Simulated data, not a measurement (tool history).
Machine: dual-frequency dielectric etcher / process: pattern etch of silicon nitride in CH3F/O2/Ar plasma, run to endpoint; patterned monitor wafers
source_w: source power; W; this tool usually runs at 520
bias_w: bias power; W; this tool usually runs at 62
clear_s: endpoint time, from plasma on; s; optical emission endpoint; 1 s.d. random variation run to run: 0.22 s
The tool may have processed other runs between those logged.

run   hour  source_w  bias_w  incoming incoming film thickness, nm  clear_s
  1    0.0       520      62                                 24.06     32.2
  2   13.4       520      62                                 24.23     32.4
      40.7  -- upper electrode replaced
  3   41.2       520      62                                 23.84     31.6
  4   41.6       520      62                                 23.99     32.4
  5   84.0       520      62                                 24.32     33.0
      96.2  -- bias power generator calibrated
  6   96.7       520      62                                 24.28     33.0
  7  107.1       520      62                                 24.13     32.3
  8  124.9       520      62                                 24.21     32.4
  9  141.0       520      62                                 23.96     31.7
 10  157.6       520      62                                 24.20     32.4
 11  167.5       520      62                                 24.01     32.4
 12  180.0       520      62                                 24.04     32.0
 13  193.3       520      51                                 23.86     33.8
 14  200.1       520      62                                 24.28     32.5
 15  210.5       440      67                                 24.06     34.0
 16  223.6       520      51                                 24.07     33.7
     235.9  -- source power generator calibrated
 17  237.9       440      67                                 24.23     34.2
 18  246.3       400      68                                 24.10     35.4
 19  260.5       590      56                                 24.01     31.1
 20  275.5       630      49                                 24.02     30.9
 21  285.0       520      67                                 24.00     30.9
 22  299.7       560      54                                 24.14     32.3
 23  311.3       640      76                                 24.09     26.8
     343.1  -- wet clean of the chamber
 24  343.6       480      49                                 24.45     37.7
 25  353.9       520      62                                 24.22     33.0
 26  369.4       620      49                                 23.98     32.4
 27  380.5       560      62                                 24.33     32.3
 28  398.0       620      72                                 23.95     28.4
 29  405.5       520      62                                 23.91     32.8
 30  423.5       570      52                                 23.95     33.4
 31  435.7       620      77                                 24.15     28.2
 32  449.3       520      62                                 24.07     32.7
 33  463.0       520      62                                 24.09     32.6
 34  478.6       580      76                                 24.25     29.4
 35  486.7       450      49                                 24.10     37.8

Forecast each of these 4 alternatives for the next run:
  A  487.1       390      62                                 24.24        ?
  B  487.1       410      70                                 24.24        ?
  C  487.1       410      54                                 24.24        ?
  D  487.1       620      70                                 24.24        ?

run  clear_s
  A     37.6
  B     35.2
  C     38.3
  D     28.8
Without the tool's unlogged condition, the same runs would have read:
run  clear_s
  A     37.6
  B     35.2
  C     38.3
  D     28.8

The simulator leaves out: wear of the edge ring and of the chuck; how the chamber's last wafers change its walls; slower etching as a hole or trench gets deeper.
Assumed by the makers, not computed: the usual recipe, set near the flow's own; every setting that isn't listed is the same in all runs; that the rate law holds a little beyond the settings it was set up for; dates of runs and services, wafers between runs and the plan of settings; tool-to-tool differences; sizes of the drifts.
